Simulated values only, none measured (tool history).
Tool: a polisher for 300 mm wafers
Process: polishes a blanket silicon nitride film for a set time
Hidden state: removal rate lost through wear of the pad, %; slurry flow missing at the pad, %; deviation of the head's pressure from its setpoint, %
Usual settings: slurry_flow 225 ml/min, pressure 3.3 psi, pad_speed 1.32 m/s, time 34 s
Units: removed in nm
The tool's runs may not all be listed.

| run | hour | slurry_flow | pressure | pad_speed | time | wafers since the last listed run | wafers polished on this pad | hours since the slurry nozzle was cleaned | hours since the head pressure was calibrated | incoming thickness of the incoming film, nm | removed |
|---|---|---|---|---|---|---|---|---|---|---|---|
| 1 | 0 | 225 | 3.3 | 1.32 | 34 | 0 | 563 | 390.9 | 334.1 | 930.6 | 83.4 |
|  | 11.6 | head pressure recalibrated |
| 2 | 32 | 225 | 3.3 | 1.32 | 34 | 362 | 925 | 422.9 | 20.4 | 920.8 | 84.3 |
| 3 | 49.7 | 225 | 3.3 | 1.32 | 34 | 213 | 1139 | 440.6 | 38.1 | 942.2 | 84 |
| 4 | 81.3 | 225 | 3.3 | 1.64 | 34 | 381 | 1520 | 472.2 | 69.7 | 943.8 | 96.6 |
|  | 98.4 | worn pad replaced by a new one |
| 5 | 98.9 | 225 | 3.3 | 1.32 | 34 | 164 | 5 | 489.8 | 87.3 | 930.5 | 85.9 |
| 6 | 114.3 | 285 | 3.3 | 1.32 | 34 | 185 | 191 | 505.2 | 102.7 | 933.3 | 87.4 |
| 7 | 138.8 | 285 | 3.3 | 1.32 | 34 | 295 | 487 | 529.7 | 127.2 | 941.7 | 85.9 |
| 8 | 164.7 | 225 | 3.3 | 1.32 | 25 | 312 | 799 | 555.6 | 153.1 | 927 | 61.9 |
| 9 | 183 | 225 | 3.3 | 1.32 | 25 | 220 | 1020 | 573.9 | 171.4 | 931.1 | 60.6 |
| 10 | 208.3 | 225 | 3.3 | 1.32 | 25 | 305 | 1326 | 599.2 | 196.7 | 919.1 | 61 |
| 11 | 234.1 | 160 | 3.3 | 1.32 | 34 | 311 | 1637 | 625 | 222.5 | 935.1 | 77.9 |
|  | 247.8 | worn pad replaced by a new one |
| 12 | 266.5 | 160 | 3.3 | 1.32 | 34 | 342 | 225 | 657.4 | 254.9 | 914.1 | 79.8 |
| 13 | 282.4 | 225 | 3.3 | 1.66 | 34 | 191 | 417 | 673.3 | 270.8 | 919.4 | 98.2 |
| 14 | 315.8 | 250 | 3.6 | 1.32 | 34 | 403 | 820 | 706.7 | 304.2 | 912.5 | 93.4 |
|  | 326.9 | head pressure recalibrated |
| 15 | 334 | 225 | 3.3 | 1.32 | 38 | 195 | 1016 | 724.9 | 7.1 | 934.5 | 95.1 |
| 16 | 365.2 | 270 | 3.3 | 1.04 | 34 | 376 | 1392 | 756.1 | 38.3 | 939.4 | 73.8 |
| 17 | 377.4 | 190 | 2.4 | 1.32 | 43 | 147 | 1540 | 768.3 | 50.5 | 911.7 | 76.5 |
|  | 381 | slurry nozzle cleaned |
| 18 | 399.9 | 225 | 3.3 | 1.32 | 34 | 259 | 1799 | 18.9 | 73 | 927.4 | 82.5 |
|  | 407.4 | worn pad replaced by a new one |
| 19 | 428 | 225 | 3.3 | 1.32 | 34 | 290 | 248 | 47 | 101.1 | 921.4 | 84.3 |
| 20 | 440.6 | 150 | 3.3 | 1.08 | 34 | 152 | 400 | 59.6 | 113.7 | 927.3 | 67.6 |
| 21 | 475.6 | 225 | 3.3 | 1.54 | 34 | 422 | 823 | 94.6 | 148.7 | 924.7 | 91.5 |
| 22 | 505.9 | 225 | 2.8 | 1.12 | 38 | 365 | 1188 | 124.9 | 179 | 925.3 | 73.5 |
| 23 | 527.1 | 225 | 2.4 | 1.32 | 34 | 255 | 1444 | 146.1 | 200.2 | 932.7 | 60.7 |
|  | 549.9 | worn pad replaced by a new one |
| 24 | 550.4 | 225 | 2.3 | 1.32 | 34 | 232 | 5 | 169.4 | 223.5 | 913.5 | 56.9 |
| 25 | 559.8 | 225 | 3.3 | 1.32 | 34 | 113 | 119 | 178.8 | 232.9 | 932.6 | 83.4 |
| 26 | 585.6 | 225 | 3.3 | 1.32 | 43 | 311 | 430 | 204.6 | 258.7 | 927.9 | 104.2 |
| 27 | 606.4 | 225 | 3.3 | 1.32 | 29 | 251 | 681 | 225.4 | 279.5 | 928.4 | 71.5 |
| 28 | 622.3 | 225 | 3.3 | 1.06 | 34 | 191 | 873 | 241.3 | 295.4 | 926.6 | 73.2 |
|  | 653.4 | head pressure recalibrated |
| 29 | 657.5 | 225 | 3.3 | 1.32 | 34 | 400 | 1274 | 276.5 | 4.1 | 934.6 | 85.8 |
|  | 706.7 | worn pad replaced by a new one |
| 30 | 719.7 | 175 | 3.7 | 1.12 | 34 | 702 | 157 | 338.7 | 66.3 | 922.5 | 81.6 |

How the hidden state differs across the entries between the runs, from the last listed run before each to the first after it:
Between runs 1 and 2: head pressure recalibrated (hour 11.6)
  no hidden state differs between the two runs
Between runs 4 and 5: worn pad replaced by a new one (hour 98.4)
  no hidden state differs between the two runs
Between runs 11 and 12: worn pad replaced by a new one (hour 247.8)
  no hidden state differs between the two runs
Between runs 14 and 15: head pressure recalibrated (hour 326.9)
  no hidden state differs between the two runs
Between runs 17 and 18: slurry nozzle cleaned (hour 381)
  no hidden state differs between the two runs
Between runs 18 and 19: worn pad replaced by a new one (hour 407.4)
  no hidden state differs between the two runs
Between runs 23 and 24: worn pad replaced by a new one (hour 549.9)
  no hidden state differs between the two runs
Between runs 28 and 29: head pressure recalibrated (hour 653.4)
  no hidden state differs between the two runs
Between runs 29 and 30: worn pad replaced by a new one (hour 706.7)
  no hidden state differs between the two runs
